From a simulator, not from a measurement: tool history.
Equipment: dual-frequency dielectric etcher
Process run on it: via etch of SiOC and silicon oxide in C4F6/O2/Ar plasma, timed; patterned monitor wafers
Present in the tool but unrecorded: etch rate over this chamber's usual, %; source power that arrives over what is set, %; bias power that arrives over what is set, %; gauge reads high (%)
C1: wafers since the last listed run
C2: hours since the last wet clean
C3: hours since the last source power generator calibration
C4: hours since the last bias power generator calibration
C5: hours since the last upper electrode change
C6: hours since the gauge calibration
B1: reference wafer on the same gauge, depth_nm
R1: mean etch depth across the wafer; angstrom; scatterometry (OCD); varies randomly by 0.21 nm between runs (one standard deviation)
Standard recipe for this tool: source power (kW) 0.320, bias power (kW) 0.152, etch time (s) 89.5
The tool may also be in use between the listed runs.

{"run": 1, "hour": 0.0, "source power (kW)": 0.28, "bias power (kW)": 0.152, "etch time (s)": 89.5, "C1": 0, "C2": 563.0, "C3": 2662.2, "C4": 3799.2, "C5": 5531.8, "C6": 123.0, "B1": 95.6, "R1": 772}
{"run": 2, "hour": 27.8, "source power (kW)": 0.32, "bias power (kW)": 0.152, "etch time (s)": 89.5, "C1": 376, "C2": 590.8, "C3": 2690.0, "C4": 3827.0, "C5": 5559.6, "C6": 150.8, "B1": 95.6, "R1": 813}
{"run": 3, "hour": 52.0, "source power (kW)": 0.32, "bias power (kW)": 0.152, "etch time (s)": 89.5, "C1": 327, "C2": 615.0, "C3": 2714.2, "C4": 3851.2, "C5": 5583.8, "C6": 175.0, "B1": 95.6, "R1": 814}
{"run": 4, "hour": 71.1, "source power (kW)": 0.32, "bias power (kW)": 0.152, "etch time (s)": 89.5, "C1": 258, "C2": 634.1, "C3": 2733.3, "C4": 3870.3, "C5": 5602.9, "C6": 194.1, "B1": 95.6, "R1": 812}
{"run": 5, "hour": 92.4, "source power (kW)": 0.32, "bias power (kW)": 0.152, "etch time (s)": 89.5, "C1": 288, "C2": 655.4, "C3": 2754.6, "C4": 3891.6, "C5": 5624.2, "C6": 215.4, "B1": 95.6, "R1": 812}
{"run": 6, "hour": 119.0, "source power (kW)": 0.32, "bias power (kW)": 0.152, "etch time (s)": 89.5, "C1": 360, "C2": 682.0, "C3": 2781.2, "C4": 3918.2, "C5": 5650.8, "C6": 242.0, "B1": 95.5, "R1": 810}
{"hour": 132.7, "done": "gauge calibrated"}
{"hour": 142.7, "done": "bias power generator calibrated"}
{"hour": 165.7, "done": "upper electrode replaced"}
{"hour": 177.9, "done": "wet clean of the chamber"}
{"run": 7, "hour": 178.4, "source power (kW)": 0.32, "bias power (kW)": 0.152, "etch time (s)": 104.5, "C1": 274, "C2": 0.5, "C3": 2840.6, "C4": 35.7, "C5": 12.7, "C6": 45.7, "B1": 96.0, "R1": 954}
{"run": 8, "hour": 178.7, "source power (kW)": 0.32, "bias power (kW)": 0.152, "etch time (s)": 104.5, "C1": 4, "C2": 0.8, "C3": 2840.9, "C4": 36.0, "C5": 13.0, "C6": 46.0, "B1": 96.0, "R1": 955}
{"run": 9, "hour": 204.1, "source power (kW)": 0.32, "bias power (kW)": 0.152, "etch time (s)": 89.5, "C1": 343, "C2": 26.2, "C3": 2866.3, "C4": 61.4, "C5": 38.4, "C6": 71.4, "B1": 95.9, "R1": 815}
{"run": 10, "hour": 232.4, "source power (kW)": 0.38, "bias power (kW)": 0.152, "etch time (s)": 103.0, "C1": 383, "C2": 54.5, "C3": 2894.6, "C4": 89.7, "C5": 66.7, "C6": 99.7, "B1": 95.7, "R1": 1004}
{"run": 11, "hour": 247.1, "source power (kW)": 0.32, "bias power (kW)": 0.152, "etch time (s)": 99.0, "C1": 198, "C2": 69.2, "C3": 2909.3, "C4": 104.4, "C5": 81.4, "C6": 114.4, "B1": 95.8, "R1": 899}
{"run": 12, "hour": 261.7, "source power (kW)": 0.32, "bias power (kW)": 0.152, "etch time (s)": 116.5, "C1": 197, "C2": 83.8, "C3": 2923.9, "C4": 119.0, "C5": 96.0, "C6": 129.0, "B1": 95.6, "R1": 1057}
{"hour": 283.6, "done": "source power generator calibrated"}
{"run": 13, "hour": 288.8, "source power (kW)": 0.32, "bias power (kW)": 0.123, "etch time (s)": 106.0, "C1": 312, "C2": 110.9, "C3": 5.2, "C4": 146.1, "C5": 123.1, "C6": 156.1, "B1": 95.6, "R1": 929}
{"run": 14, "hour": 301.5, "source power (kW)": 0.32, "bias power (kW)": 0.152, "etch time (s)": 89.5, "C1": 171, "C2": 123.6, "C3": 17.9, "C4": 158.8, "C5": 135.8, "C6": 168.8, "B1": 95.7, "R1": 814}
{"run": 15, "hour": 323.2, "source power (kW)": 0.27, "bias power (kW)": 0.136, "etch time (s)": 89.5, "C1": 293, "C2": 145.3, "C3": 39.6, "C4": 180.5, "C5": 157.5, "C6": 190.5, "B1": 95.7, "R1": 747}
{"run": 16, "hour": 336.0, "source power (kW)": 0.35, "bias power (kW)": 0.142, "etch time (s)": 112.5, "C1": 173, "C2": 158.1, "C3": 52.4, "C4": 193.3, "C5": 170.3, "C6": 203.3, "B1": 95.6, "R1": 1042}
{"hour": 345.5, "done": "gauge calibrated"}
{"run": 17, "hour": 365.5, "source power (kW)": 0.35, "bias power (kW)": 0.133, "etch time (s)": 71.0, "C1": 399, "C2": 187.6, "C3": 81.9, "C4": 222.8, "C5": 199.8, "C6": 20.0, "B1": 96.4, "R1": 659}

Hidden state or all else? Some run-to-run changes of R1, split into what the settings, what came in and random variation would give without the hidden state, and what is left for the hidden state (with any gauge scatter that isn't in both results):
Run 16 -> 17: bias power (kW) 0.142 -> 0.133, etch time (s) 112.5 -> 71.0, gauge calibrated. R1 -383 angstrom: hidden state +8, all else -391.
